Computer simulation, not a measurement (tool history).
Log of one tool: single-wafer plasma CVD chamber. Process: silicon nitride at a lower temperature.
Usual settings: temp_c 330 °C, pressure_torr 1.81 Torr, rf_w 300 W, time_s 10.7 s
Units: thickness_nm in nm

run     day  temp_c  pressure_torr  rf_w  time_s  read-back reference wafer on the same gauge, thickness_nm  thickness_nm
  1       0     330           1.81   300    10.7                                                     12.701        13.794
  2       1     330           1.81   300    10.7                                                     12.691        13.672
  3   1.992     330           1.81   300    10.7                                                      12.69        13.769
  4   2.754     330           1.81   300    10.7                                                     12.696        13.788
      3.529  -- RF generator calibrated
  5    3.55     330           1.81   300    10.7                                                     12.712        13.693
  6   4.238     330           1.81   300    10.7                                                     12.703        13.748
  7   5.675     330           1.81   300    10.7                                                     12.708        13.743
  8   6.504     330           1.81   300    10.7                                                     12.701        13.765
  9   7.475     330           1.81   255    10.7                                                     12.701        12.494
 10   8.312     330           1.81   255    10.7                                                     12.691        12.494
 11  11.917     330           1.81   255    10.7                                                     12.687        12.559
       12.9  -- thermocouple changed; heater temperature recalibrated
 12  13.117     330           1.81   250    10.7                                                     12.702        12.355
 13  14.154     342           2.02   260    12.1                                                     12.699         14.69
 14  15.333     330           1.61   300    11.6                                                     12.698        14.452
     15.996  -- showerhead replaced
 15  16.746     330           1.36   345    11.4                                                     12.687        14.556
 16  17.442     330           1.81   300    10.7                                                     12.701        13.712
 17  18.192     330           1.58   300    11.4                                                     12.702        14.048
 18  18.988     330           1.81   285     9.5                                                     12.706        11.858
     19.592  -- gauge calibrated
 19  19.762     330           1.81   300    10.7                                                     12.701        13.832
 20  20.858     339           1.99   245    12.5                                                     12.698        14.551
 21  21.467     344           1.65   265    12.5                                                     12.693         14.54
      21.95  -- capacitance manometer re-zeroed and calibrated
 22  22.525     330           1.81   300    10.7                                                     12.695        13.806
 23  23.096     337           2.05   300    10.7                                                     12.693        14.262
 24  26.542     318           1.48   300    10.7                                                     12.697        12.871
 25  27.717     330           1.81   300    12.1                                                      12.71        15.511
 26  28.567     330           2.25   355     9.6                                                     12.692        14.457
 27  29.954     330           1.81   300    10.7                                                     12.692        13.738
 28  30.867     324           2.17   300    10.7                                                     12.696        14.412
 29  31.912     330           1.81   345    10.7                                                      12.71        14.918
 30  33.092     330           1.81   300    10.7                                                     12.692        13.776

Forecast each of these 3 alternatives for the next run:
  A  33.108     330           1.81   300    10.7                                                          ?             ?
  B  33.108     330           1.65   320    10.1                                                          ?             ?
  C  33.108     330           1.81   340    12.6                                                          ?             ?

run  read-back reference wafer on the same gauge, thickness_nm  thickness_nm
  A                                                     12.692        13.768
  B                                                     12.692        13.119
  C                                                     12.692        17.397
Without the tool's hidden state the same runs would have given:
run  thickness_nm
  A        13.768
  B        13.119
  C        17.397
